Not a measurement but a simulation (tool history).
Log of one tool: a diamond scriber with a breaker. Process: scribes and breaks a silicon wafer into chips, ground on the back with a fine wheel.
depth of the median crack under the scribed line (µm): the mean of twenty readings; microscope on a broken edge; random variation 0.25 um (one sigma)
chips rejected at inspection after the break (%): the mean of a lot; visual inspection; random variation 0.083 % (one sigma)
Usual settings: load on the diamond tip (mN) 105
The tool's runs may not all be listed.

run    hour  load on the diamond tip (mN)  incoming depth of the damage left on the back of the incoming wafer, um  depth of the median crack under the scribed line (µm)  chips rejected at inspection after the break (%)
  1       0                           116                                                                     1.56                                                  12.46                                              1.63
  2    56.5                           116                                                                     2.58                                                  12.44                                              3.17
  3   105.2                           105                                                                     2.54                                                  11.07                                              6.38
  4   149.8                           105                                                                     2.65                                                  11.22                                              7.26
        197  -- diamond tip replaced by a new one
  5   210.7                           105                                                                      1.8                                                   13.4                                              1.27
  6   246.4                           105                                                                     1.52                                                  12.42                                              2.06
  7   279.2                           105                                                                      1.6                                                  12.22                                              2.71
  8     353                           105                                                                     2.65                                                  11.68                                              5.51
  9   385.4                           105                                                                     1.59                                                  11.74                                              5.08
 10   443.5                           105                                                                     1.61                                                  11.44                                              6.51
 11   477.5                           105                                                                     2.41                                                  11.14                                              6.18
      513.8  -- load on the tip recalibrated
 12   524.4                            94                                                                     1.85                                                  10.15                                             12.44
      556.8  -- diamond tip replaced by a new one, of another model than before
 13   558.4                           122                                                                     2.24                                                   14.4                                              1.66
 14   718.4                           122                                                                     1.93                                                  12.52                                              2.03
 15   788.5                           105                                                                     2.47                                                  11.43                                              6.11
      840.6  -- diamond tip replaced by a new one
 16   841.1                           105                                                                     1.91                                                   13.6                                              1.16
 17   877.2                            81                                                                     1.98                                                  11.43                                              6.85
 18   916.8                           128                                                                     1.87                                                  13.45                                              1.07
 19   968.1                           105                                                                     1.57                                                  11.73                                              3.61
 20  1014.1                            89                                                                     2.69                                                  10.86                                             10.28
 21  1075.4                           105                                                                     2.04                                                  11.53                                               5.3
 22  1101.8                           117                                                                     2.87                                                  11.85                                               3.8
     1121.6  -- diamond tip replaced by a new one
 23  1154.5                            73                                                                     2.78                                                   10.8                                             10.71
 24  1179.6                           131                                                                     2.57                                                  13.29                                              1.51
 25  1205.5                            96                                                                     1.51                                                  11.15                                              5.34
 26  1266.3                           124                                                                     1.87                                                  12.77                                              2.36
 27  1324.3                           105                                                                     1.87                                                  11.37                                              6.58
 28  1366.2                           134                                                                     1.54                                                  12.32                                              1.79
 29  1396.3                           136                                                                     1.63                                                  12.55                                              1.93
       1420  -- diamond tip replaced by a new one
 30  1425.5                           133                                                                     2.17                                                   14.9                                              3.02
 31    1493                            87                                                                     2.98                                                  11.01                                              7.61
     1557.8  -- load on the tip recalibrated
 32  1558.9                            92                                                                     1.65                                                  11.15                                              6.25
 33    1607                           125                                                                     1.63                                                  13.09                                              1.67

What the log doesn't show, run by run:
deviation of the load on the tip from its setpoint, %: 0 in every run
H1: share of the diamond tip's cutting effectiveness lost through wear, %
run    H1
  1  19.6
  2  22.4
  3  23.8
  4  24.7
  5   4.9
  6  10.8
  7  14.8
  8  20.3
  9  21.8
 10  23.5
 11  24.1
 12  24.8
 13  1.83
 14    20
 15  22.6
 16  1.43
 17  8.22
 18  13.5
 19  17.9
 20  20.4
 21  22.5
 22  23.1
 23  11.1
 24  14.8
 25  17.8
 26  22.5
 27  25.1
 28  26.2
 29  26.8
 30  1.65
 31  12.2
 32  17.8
 33  20.1

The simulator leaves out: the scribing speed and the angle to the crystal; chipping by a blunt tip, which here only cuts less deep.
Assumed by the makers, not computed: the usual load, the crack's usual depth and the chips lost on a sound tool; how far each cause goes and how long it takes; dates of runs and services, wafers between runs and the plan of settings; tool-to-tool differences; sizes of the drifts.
